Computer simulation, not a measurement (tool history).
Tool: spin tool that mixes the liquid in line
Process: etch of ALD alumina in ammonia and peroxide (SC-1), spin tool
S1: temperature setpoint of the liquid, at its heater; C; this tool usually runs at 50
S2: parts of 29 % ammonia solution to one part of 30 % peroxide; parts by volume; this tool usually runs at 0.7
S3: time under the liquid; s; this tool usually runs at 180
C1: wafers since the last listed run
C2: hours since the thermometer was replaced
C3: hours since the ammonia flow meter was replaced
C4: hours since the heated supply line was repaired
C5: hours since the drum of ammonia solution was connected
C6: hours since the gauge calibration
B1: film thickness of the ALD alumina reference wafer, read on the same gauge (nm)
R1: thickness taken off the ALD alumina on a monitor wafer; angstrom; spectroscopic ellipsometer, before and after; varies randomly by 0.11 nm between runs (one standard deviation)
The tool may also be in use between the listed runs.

run	day	S1	S2	S3	C1	C2	C3	C4	C5	C6	B1	R1
1	0	43	0.7	180	0	1238.5	1700.2	1717.9	117.9	184.6	90.02	82
2	6.975	50	0.7	240	788	1405.9	1867.6	1885.3	285.3	352	89.99	160.8
3	8.238	50	0.7	180	142	1436.2	1897.9	1915.6	315.6	382.3	89.95	120.8
4	9.971	50	0.7	180	195	1477.8	1939.5	1957.2	357.2	423.9	89.98	120
5	11.596	50	0.7	180	183	1516.8	1978.5	1996.2	396.2	462.9	90	120.6
# day 12.188: new drum of ammonia solution connected
6	12.733	50	0.7	180	123	1544.1	2005.8	2023.5	13.1	490.2	89.98	120.2
7	14.221	50	0.7	265	168	1579.8	2041.5	2059.2	48.8	525.9	90	177.2
# day 14.504: thermometer replaced
8	16.192	50	0.7	180	218	40.5	2088.8	2106.5	96.1	573.2	89.97	119.8
9	18.954	50	0.7	180	312	106.8	2155.1	2172.8	162.4	639.5	89.98	122.4
10	21.004	50	0.7	180	231	156	2204.3	2222	211.6	688.7	90	120.3
# day 22.296: ammonia flow meter replaced
11	23.204	50	1.05	180	243	208.8	21.8	2274.8	264.4	741.5	89.96	124.5
12	24.412	56	0.9	275	136	237.8	50.8	2303.8	293.4	770.5	90.03	256.3
# day 25.812: gauge calibrated
13	25.979	50	0.7	180	177	275.4	88.4	2341.4	331	4	90	118.1
# day 27.5: new drum of ammonia solution connected
14	27.746	42.5	0.45	225	195	317.8	130.8	2383.8	5.9	46.4	89.98	94.8
# day 29.088: heated supply line repaired
15	29.608	44.5	0.4	180	205	362.5	175.5	12.5	50.6	91.1	89.98	91
16	30.954	50	0.45	250	152	394.8	207.8	44.8	82.9	123.4	90.01	172.3
17	33.062	50	0.9	180	238	445.4	258.4	95.4	133.5	174	89.99	130.4
18	35.404	50	0.7	265	264	501.6	314.6	151.6	189.7	230.2	90	185.8
19	37.479	50	0.7	180	234	551.4	364.4	201.4	239.5	280	90.04	130

Branching from run 19: 4 alternative next runs. What would each branch give?
A	37.5	50	0.85	180	2	551.9	364.9	201.9	240	280.5	?	?
B	37.5	57.5	0.4	260	2	551.9	364.9	201.9	240	280.5	?	?
C	37.5	50	1	180	2	551.9	364.9	201.9	240	280.5	?	?
D	37.5	55	0.45	180	2	551.9	364.9	201.9	240	280.5	?	?

run	B1	R1
A	89.99	128.9
B	89.99	259.3
C	89.99	130.9
D	89.99	159.1
Stripped of hidden state, with their random variation kept, the same runs would have yielded:
run	R1
A	131.6
B	264.6
C	133.7
D	162.4
